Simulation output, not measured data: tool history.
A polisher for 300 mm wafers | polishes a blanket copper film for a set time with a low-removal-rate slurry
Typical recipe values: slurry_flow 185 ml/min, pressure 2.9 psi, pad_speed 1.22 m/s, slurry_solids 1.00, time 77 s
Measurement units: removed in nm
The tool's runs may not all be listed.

run,hour,slurry_flow,pressure,pad_speed,slurry_solids,time,"incoming thickness of the incoming film, nm",removed
1,0.0,185,2.9,1.22,1.00,77,1505.3,284.4
2,12.7,185,2.9,1.22,1.00,77,1506.8,283.9
3,46.5,145,2.9,1.22,1.00,77,1526.2,258.7
4,65.3,185,2.9,1.22,1.00,77,1489.6,275.3
# hour 90.4: slurry nozzle cleaned
5,101.1,185,2.9,1.22,0.90,77,1512.3,273.3
6,115.5,185,2.9,1.22,0.90,77,1506.6,271.0
7,131.4,185,3.9,1.22,1.25,77,1509.9,396.4
8,153.2,145,2.9,1.10,0.75,77,1542.1,227.9
9,182.3,185,3.6,1.46,1.00,96,1502.7,491.6
# hour 214.2: worn pad replaced by a new one
# hour 248.9: head pressure recalibrated
10,271.5,185,2.9,1.22,1.00,77,1479.4,287.3
11,301.2,185,2.9,1.22,1.00,77,1516.0,280.0
12,328.5,165,2.2,1.22,1.00,77,1505.7,207.8
13,359.9,125,1.9,1.22,0.75,99,1516.3,195.9
14,382.8,165,2.6,0.90,1.00,77,1518.8,189.1
# hour 391.4: slurry blender recalibrated
15,411.5,165,2.3,1.22,1.10,54,1500.1,149.6
16,425.7,185,3.9,1.22,1.25,77,1520.7,369.8
17,443.6,130,2.9,0.98,1.15,102,1506.4,277.2
# hour 470.3: worn pad replaced by a new one
18,471.4,185,2.9,1.22,1.00,77,1533.6,283.2
19,498.1,145,2.9,1.22,1.00,51,1517.3,175.0
# hour 514.8: slurry nozzle cleaned
20,518.4,185,3.7,1.22,1.20,77,1511.4,387.8
21,532.1,210,2.9,1.22,1.00,77,1485.1,299.7
22,563.6,145,2.9,1.22,1.00,70,1537.7,248.6
23,585.6,185,2.0,1.48,1.00,77,1515.9,230.0
24,601.9,120,2.9,1.22,1.00,77,1477.3,256.9
25,632.4,185,2.9,1.22,0.75,77,1540.8,264.9
26,648.8,185,2.9,1.22,1.00,77,1494.8,273.0
27,677.6,185,2.6,1.22,1.00,77,1516.4,247.9
28,700.4,185,2.9,1.08,1.00,66,1501.7,207.7
29,725.7,185,3.7,0.88,1.25,61,1503.3,213.3
# hour 759.9: worn pad replaced by a new one
30,760.4,170,3.6,1.22,1.00,77,1527.7,357.7

Predict each of these 4 candidate next runs independently; none follows another, all start after run 30:
A,760.8,230,2.9,1.22,1.00,77,1493.8,?
B,760.8,185,2.9,1.58,1.00,70,1493.8,?
C,760.8,185,2.9,0.94,1.00,77,1493.8,?
D,760.8,185,2.9,0.98,1.00,66,1493.8,?

run,removed
A,303.7
B,330.7
C,238.1
D,210.8
Without the tool's hidden state the same runs would have given:
run,removed
A,310.8
B,340.1
C,244.9
D,216.9
